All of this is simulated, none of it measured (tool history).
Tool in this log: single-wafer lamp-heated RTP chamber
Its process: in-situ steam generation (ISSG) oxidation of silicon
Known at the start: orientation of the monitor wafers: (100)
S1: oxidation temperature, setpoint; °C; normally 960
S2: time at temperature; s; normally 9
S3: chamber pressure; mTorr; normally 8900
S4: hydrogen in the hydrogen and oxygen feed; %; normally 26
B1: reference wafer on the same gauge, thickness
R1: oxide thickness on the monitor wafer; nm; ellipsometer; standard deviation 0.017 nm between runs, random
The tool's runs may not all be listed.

{"run": 1, "hour": 0.0, "S1": 960, "S2": 10, "S3": 8900, "S4": 26, "B1": 3.13, "R1": 3.748}
{"run": 2, "hour": 209.0, "S1": 960, "S2": 10, "S3": 8900, "S4": 26, "B1": 3.128, "R1": 3.774}
{"run": 3, "hour": 241.6, "S1": 960, "S2": 10, "S3": 8900, "S4": 26, "B1": 3.127, "R1": 3.745}
{"run": 4, "hour": 307.2, "S1": 960, "S2": 9, "S3": 8900, "S4": 26, "B1": 3.127, "R1": 3.608}
{"run": 5, "hour": 371.0, "S1": 960, "S2": 9, "S3": 8900, "S4": 26, "B1": 3.131, "R1": 3.654}
{"run": 6, "hour": 426.5, "S1": 960, "S2": 9, "S3": 8900, "S4": 26, "B1": 3.136, "R1": 3.631}
{"run": 7, "hour": 490.9, "S1": 960, "S2": 9, "S3": 8900, "S4": 26, "B1": 3.129, "R1": 3.646}
{"run": 8, "hour": 552.0, "S1": 960, "S2": 7, "S3": 8900, "S4": 26, "B1": 3.129, "R1": 3.343}
{"run": 9, "hour": 600.4, "S1": 960, "S2": 7, "S3": 8900, "S4": 26, "B1": 3.126, "R1": 3.346}
{"run": 10, "hour": 672.3, "S1": 960, "S2": 7, "S3": 8900, "S4": 26, "B1": 3.13, "R1": 3.35}
{"run": 11, "hour": 736.1, "S1": 960, "S2": 9, "S3": 8900, "S4": 26, "B1": 3.128, "R1": 3.64}
{"run": 12, "hour": 789.4, "S1": 960, "S2": 9, "S3": 8900, "S4": 26, "B1": 3.123, "R1": 3.644}
{"run": 13, "hour": 824.1, "S1": 960, "S2": 9, "S3": 9500, "S4": 26, "B1": 3.13, "R1": 3.64}
{"run": 14, "hour": 882.5, "S1": 960, "S2": 7, "S3": 8900, "S4": 30, "B1": 3.131, "R1": 3.464}
{"run": 15, "hour": 938.5, "S1": 960, "S2": 9, "S3": 8900, "S4": 19, "B1": 3.128, "R1": 3.307}
{"run": 16, "hour": 998.0, "S1": 967, "S2": 9, "S3": 8900, "S4": 26, "B1": 3.127, "R1": 3.653}
{"run": 17, "hour": 1065.1, "S1": 960, "S2": 7, "S3": 8900, "S4": 26, "B1": 3.128, "R1": 3.278}
{"run": 18, "hour": 1123.7, "S1": 960, "S2": 9, "S3": 9500, "S4": 26, "B1": 3.123, "R1": 3.583}
{"run": 19, "hour": 1148.1, "S1": 971, "S2": 11, "S3": 9600, "S4": 26, "B1": 3.129, "R1": 3.96}
{"run": 20, "hour": 1206.1, "S1": 960, "S2": 9, "S3": 9600, "S4": 26, "B1": 3.13, "R1": 3.534}
{"run": 21, "hour": 1285.4, "S1": 960, "S2": 9, "S3": 9500, "S4": 26, "B1": 3.128, "R1": 3.545}
{"run": 22, "hour": 1340.4, "S1": 960, "S2": 11, "S3": 8900, "S4": 23, "B1": 3.131, "R1": 3.773}
{"run": 23, "hour": 1366.8, "S1": 960, "S2": 10, "S3": 8900, "S4": 26, "B1": 3.128, "R1": 3.77}
{"run": 24, "hour": 1433.2, "S1": 960, "S2": 9, "S3": 8900, "S4": 26, "B1": 3.13, "R1": 3.614}
{"run": 25, "hour": 1497.2, "S1": 973, "S2": 9, "S3": 8900, "S4": 26, "B1": 3.132, "R1": 3.737}

Put back what was entered between runs (4 entries, withheld): which listed runs does each sit between, and how does the hidden state differ from the listed run before to the listed run after?
Between runs 11 and 12: gauge calibrated (hour 743.5)
  true wafer temperature minus pyrometer reading, K: 6.96 -> 7.57
  the result without the hidden state subtracted from the measured one, R1: +0.059 -> +0.064 nm
Between runs 14 and 15: pyrometer window cleaned and pyrometer calibrated (hour 892.6)
  true wafer temperature minus pyrometer reading, K: 8.7 -> 0.513
  the result without the hidden state subtracted from the measured one, R1: +0.062 -> +0.004 nm
Between runs 17 and 18: hydrogen flow controller replaced (hour 1105.7); pressure gauge zeroed (hour 1120.3)
  true wafer temperature minus pyrometer reading, K: 0.639 -> 0.747
  the result without the hidden state subtracted from the measured one, R1: +0.004 -> +0.006 nm
